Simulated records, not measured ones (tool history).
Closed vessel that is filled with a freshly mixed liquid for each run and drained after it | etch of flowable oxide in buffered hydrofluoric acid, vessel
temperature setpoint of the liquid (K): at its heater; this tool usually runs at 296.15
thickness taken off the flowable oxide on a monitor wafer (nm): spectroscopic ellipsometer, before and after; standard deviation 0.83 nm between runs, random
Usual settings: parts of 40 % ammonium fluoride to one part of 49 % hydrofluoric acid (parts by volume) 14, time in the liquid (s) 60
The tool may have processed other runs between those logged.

| run | hour | temperature setpoint of the liquid (K) | parts of 40 % ammonium fluoride to one part of 49 % hydrofluoric acid (parts by volume) | time in the liquid (s) | read-back film thickness of the flowable oxide reference wafer, read on the same gauge (nm) | thickness taken off the flowable oxide on a monitor wafer (nm) |
|---|---|---|---|---|---|---|
| 1 | 0 | 296.15 | 10 | 60 | 49.89 | 189.48 |
| 2 | 28.9 | 296.15 | 10 | 60 | 49.85 | 190.19 |
| 3 | 98.6 | 296.15 | 14 | 60 | 49.99 | 136.98 |
| 4 | 143 | 296.15 | 14 | 50 | 50.02 | 113.72 |
| 5 | 167.6 | 296.15 | 14 | 50 | 50.07 | 113.41 |
| 6 | 239 | 296.15 | 11.5 | 60 | 50.19 | 165.78 |
|  | 287.1 | hydrofluoric acid flow meter replaced |
| 7 | 304 | 296.15 | 11.5 | 60 | 50.33 | 167.38 |
|  | 338.2 | thermometer replaced |
| 8 | 356 | 296.15 | 14 | 60 | 50.49 | 136.83 |
| 9 | 411.4 | 300.65 | 14 | 60 | 50.62 | 176.11 |
| 10 | 449.3 | 298.15 | 14 | 30 | 50.83 | 77.28 |
| 11 | 513.4 | 296.15 | 12 | 30 | 51.07 | 81.08 |
|  | 524.2 | gauge calibrated |
| 12 | 552.7 | 299.65 | 17 | 60 | 50.18 | 136.35 |
| 13 | 596.3 | 296.15 | 14 | 40 | 50.16 | 91.09 |
| 14 | 662.2 | 299.15 | 17 | 90 | 50.25 | 199.38 |
| 15 | 729.1 | 296.15 | 14 | 60 | 50.3 | 135.81 |
| 16 | 756 | 292.65 | 11 | 45 | 50.37 | 107.82 |

Each row is a separate what-if for the run after 16, all from the same tool condition, not one after another. Results?
| A | 756.7 | 296.15 | 14 | 60 | ? | ? |
| B | 756.7 | 296.15 | 16.5 | 30 | ? | ? |
| C | 756.7 | 291.15 | 14 | 60 | ? | ? |
| D | 756.7 | 296.15 | 18 | 60 | ? | ? |

| run | read-back film thickness of the flowable oxide reference wafer, read on the same gauge (nm) | thickness taken off the flowable oxide on a monitor wafer (nm) |
|---|---|---|
| A | 50.33 | 138.04 |
| B | 50.33 | 58.73 |
| C | 50.33 | 104.4 |
| D | 50.33 | 107.8 |
Had the tool no hidden state, the same runs would have come out as:
| run | thickness taken off the flowable oxide on a monitor wafer (nm) |
|---|---|
| A | 137.1 |
| B | 58.32 |
| C | 103.68 |
| D | 107.06 |
